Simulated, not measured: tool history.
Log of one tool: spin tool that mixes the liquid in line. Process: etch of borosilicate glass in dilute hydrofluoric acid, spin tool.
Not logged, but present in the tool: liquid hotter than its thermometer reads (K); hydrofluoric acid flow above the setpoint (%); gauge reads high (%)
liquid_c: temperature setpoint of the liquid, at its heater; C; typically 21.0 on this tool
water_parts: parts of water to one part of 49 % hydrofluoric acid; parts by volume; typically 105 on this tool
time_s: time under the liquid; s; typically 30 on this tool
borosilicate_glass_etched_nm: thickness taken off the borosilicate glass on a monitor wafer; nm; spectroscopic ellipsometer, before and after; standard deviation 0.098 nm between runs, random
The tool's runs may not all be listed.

run	day	liquid_c	water_parts	time_s	wafers since the last listed run	hours since the thermometer was replaced	hours since the hydrofluoric acid flow meter was replaced	hours since the gauge calibration	read-back film thickness of the borosilicate glass reference wafer, read on the same gauge (nm)	borosilicate_glass_etched_nm
1	0.000	21.0	105	30	0	178.3	375.9	476.8	110.01	11.68
2	2.488	21.0	105	30	517	238.0	435.6	536.5	109.99	11.67
3	5.075	21.0	105	35	538	300.1	497.7	598.6	109.98	13.97
4	8.362	21.0	105	30	684	379.0	576.6	677.5	109.99	12.30
5	11.079	21.0	105	30	565	444.2	641.8	742.7	110.02	12.07
# day 13.142: thermometer replaced
6	13.929	21.0	105	30	584	18.9	710.2	811.1	110.01	11.91
7	15.996	23.5	105	30	430	68.5	759.8	860.7	110.01	12.97
8	19.683	21.0	120	30	767	157.0	848.3	949.2	110.00	10.29
9	23.179	21.0	120	30	727	240.9	932.2	1033.1	110.02	10.40
10	25.771	21.0	115	30	539	303.1	994.4	1095.3	109.94	11.10
11	30.104	21.0	115	30	902	407.1	1098.4	1199.3	109.97	11.23
12	34.850	18.5	105	30	988	521.0	1212.3	1313.2	109.99	11.54
# day 36.804: thermometer replaced
13	37.646	21.0	105	30	573	20.2	1279.4	1380.3	110.01	12.06
14	40.783	21.0	105	30	653	95.5	1354.7	1455.6	109.97	12.09
15	43.921	21.0	105	30	653	170.8	1430.0	1530.9	110.01	12.60
16	46.862	18.0	105	30	612	241.4	1500.6	1601.5	109.99	11.22
17	48.762	18.5	150	20	395	287.0	1546.2	1647.1	110.02	5.06
18	52.771	21.0	105	15	834	383.2	1642.4	1743.3	110.01	6.31
# day 53.783: gauge calibrated
19	55.167	21.0	120	30	498	440.7	1699.9	33.2	110.01	11.10
# day 55.450: thermometer replaced
20	59.029	21.0	140	30	795	85.9	1792.6	125.9	110.04	9.06
21	62.571	21.0	70	30	737	170.9	1877.6	210.9	109.97	19.82
# day 64.621: hydrofluoric acid flow meter replaced
22	65.529	22.5	70	15	607	241.9	21.8	281.9	109.97	9.65
23	68.546	17.0	90	40	628	314.3	94.2	354.3	110.00	15.99
24	71.296	21.0	105	30	572	380.3	160.2	420.3	110.03	11.97
# day 73.667: thermometer replaced
25	74.154	23.0	105	20	586	11.7	228.8	488.9	110.01	8.19
26	75.667	21.0	105	30	314	48.0	265.1	525.2	110.02	11.52
27	79.050	19.5	105	45	704	129.2	346.3	606.4	109.96	16.17
28	81.442	25.0	105	30	497	186.6	403.7	663.8	109.98	13.73
29	83.767	21.0	105	20	484	242.4	459.5	719.6	109.98	7.85
30	87.908	21.0	105	30	862	341.8	558.9	819.0	109.99	12.18
31	89.879	21.0	135	30	410	389.1	606.2	866.3	110.00	9.18
32	92.554	19.0	105	30	556	453.3	670.4	930.5	110.02	11.33
33	94.817	19.5	75	50	471	507.6	724.7	984.8	110.01	28.15

How the hidden state differs across the entries between the runs, from the last listed run before each to the first after it:
After run 5, before run 6: thermometer replaced (day 13.142)
  liquid hotter than its thermometer reads (K): 1.36 -> 0.167; hydrofluoric acid flow above the setpoint (%): 3.17 -> 3.49
  the result without the hidden state subtracted from the measured one, borosilicate_glass_etched_nm: +1.03 -> +0.53 nm
After run 12, before run 13: thermometer replaced (day 36.804)
  liquid hotter than its thermometer reads (K): 1.65 -> 0.0614; hydrofluoric acid flow above the setpoint (%): 5.85 -> 6.16
  the result without the hidden state subtracted from the measured one, borosilicate_glass_etched_nm: +1.42 -> +0.80 nm
After run 18, before run 19: gauge calibrated (day 53.783)
  liquid hotter than its thermometer reads (K): 1.13 -> 1.3; hydrofluoric acid flow above the setpoint (%): 7.86 -> 8.13
  the result without the hidden state subtracted from the measured one, borosilicate_glass_etched_nm: +0.77 -> +1.45 nm
After run 19, before run 20: thermometer replaced (day 55.450)
  liquid hotter than its thermometer reads (K): 1.3 -> 0.355; hydrofluoric acid flow above the setpoint (%): 8.13 -> 8.57
  the result without the hidden state subtracted from the measured one, borosilicate_glass_etched_nm: +1.45 -> +0.93 nm
After run 21, before run 22: hydrofluoric acid flow meter replaced (day 64.621)
  liquid hotter than its thermometer reads (K): 0.606 -> 0.815; hydrofluoric acid flow above the setpoint (%): 8.97 -> 0.314
  the result without the hidden state subtracted from the measured one, borosilicate_glass_etched_nm: +2.21 -> +0.35 nm
After run 24, before run 25: thermometer replaced (day 73.667)
  liquid hotter than its thermometer reads (K): 1.22 -> 0.0918; hydrofluoric acid flow above the setpoint (%): 0.963 -> 1.28
  the result without the hidden state subtracted from the measured one, borosilicate_glass_etched_nm: +0.69 -> +0.15 nm
